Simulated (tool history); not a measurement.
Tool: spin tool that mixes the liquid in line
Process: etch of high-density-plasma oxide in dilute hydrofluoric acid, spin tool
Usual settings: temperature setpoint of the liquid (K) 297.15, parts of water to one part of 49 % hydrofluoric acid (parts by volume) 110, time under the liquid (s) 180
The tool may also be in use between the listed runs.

run,hour,temperature setpoint of the liquid (K),parts of water to one part of 49 % hydrofluoric acid (parts by volume),time under the liquid (s),wafers since the last listed run,hours since the thermometer was replaced,hours since the hydrofluoric acid flow meter was replaced,hours since the gauge calibration,"read-back film thickness of the high-density-plasma oxide reference wafer, read on the same gauge (nm)",thickness taken off the high-density-plasma oxide on a monitor wafer (nm)
1,0.0,297.15,110,180,0,405.1,347.0,802.7,89.99,7.72
2,53.8,297.15,110,180,243,458.9,400.8,856.5,89.97,7.55
# hour 77.5: gauge calibrated
3,121.4,297.15,85,180,305,526.5,468.4,43.9,90.03,10.09
4,151.2,297.15,125,180,134,556.3,498.2,73.7,90.00,6.35
5,218.6,294.15,110,180,304,623.7,565.6,141.1,89.99,6.40
6,283.4,294.15,110,180,293,688.5,630.4,205.9,90.05,6.46
7,310.2,297.15,110,180,121,715.3,657.2,232.7,90.04,7.04
8,357.4,297.15,110,250,213,762.5,704.4,279.9,90.03,9.67
# hour 363.8: hydrofluoric acid flow meter replaced
9,387.3,297.15,110,250,130,792.4,23.5,309.8,89.98,10.71
10,445.1,297.15,110,155,261,850.2,81.3,367.6,89.99,6.60
11,483.2,297.15,110,155,172,888.3,119.4,405.7,89.96,6.44
12,543.9,297.15,110,155,274,949.0,180.1,466.4,90.05,6.48
13,615.2,297.15,130,180,322,1020.3,251.4,537.7,89.98,6.15
14,679.0,297.15,130,180,288,1084.1,315.2,601.5,89.96,5.98
15,709.9,297.15,150,125,139,1115.0,346.1,632.4,90.03,3.53
# hour 740.3: thermometer replaced
16,774.1,295.65,65,215,285,33.8,410.3,696.6,89.98,15.60
17,838.0,297.15,110,235,288,97.7,474.2,760.5,90.03,10.15
18,907.2,297.15,110,250,312,166.9,543.4,829.7,90.01,10.58
# hour 939.2: gauge calibrated
19,944.1,297.15,110,180,166,203.8,580.3,4.9,90.03,7.62
# hour 965.8: hydrofluoric acid flow meter replaced
20,1097.5,297.15,110,180,689,357.2,131.7,158.3,89.97,7.74
21,1137.2,295.65,165,240,179,396.9,171.4,198.0,89.98,6.03
22,1165.0,297.15,110,245,125,424.7,199.2,225.8,90.00,10.49
23,1228.3,297.15,75,180,286,488.0,262.5,289.1,90.02,11.71
24,1265.3,295.65,65,180,167,525.0,299.5,326.1,89.98,12.65
25,1311.8,297.15,110,180,210,571.5,346.0,372.6,90.00,7.58
26,1372.9,297.15,110,75,276,632.6,407.1,433.7,90.04,3.11
27,1444.3,297.15,110,180,322,704.0,478.5,505.1,90.06,7.35
28,1508.1,297.15,110,260,288,767.8,542.3,568.9,89.98,10.45

Forecast each of these 3 alternatives for the next run:
A,1508.6,297.15,110,180,2,768.3,542.8,569.4,?,?
B,1508.6,295.65,125,255,2,768.3,542.8,569.4,?,?
C,1508.6,297.15,90,115,2,768.3,542.8,569.4,?,?

run,"read-back film thickness of the high-density-plasma oxide reference wafer, read on the same gauge (nm)",thickness taken off the high-density-plasma oxide on a monitor wafer (nm)
A,90.00,7.32
B,90.00,8.45
C,90.00,5.86
Without the tool's hidden state the same runs would have given:
run,thickness taken off the high-density-plasma oxide on a monitor wafer (nm)
A,8.35
B,9.65
C,6.69

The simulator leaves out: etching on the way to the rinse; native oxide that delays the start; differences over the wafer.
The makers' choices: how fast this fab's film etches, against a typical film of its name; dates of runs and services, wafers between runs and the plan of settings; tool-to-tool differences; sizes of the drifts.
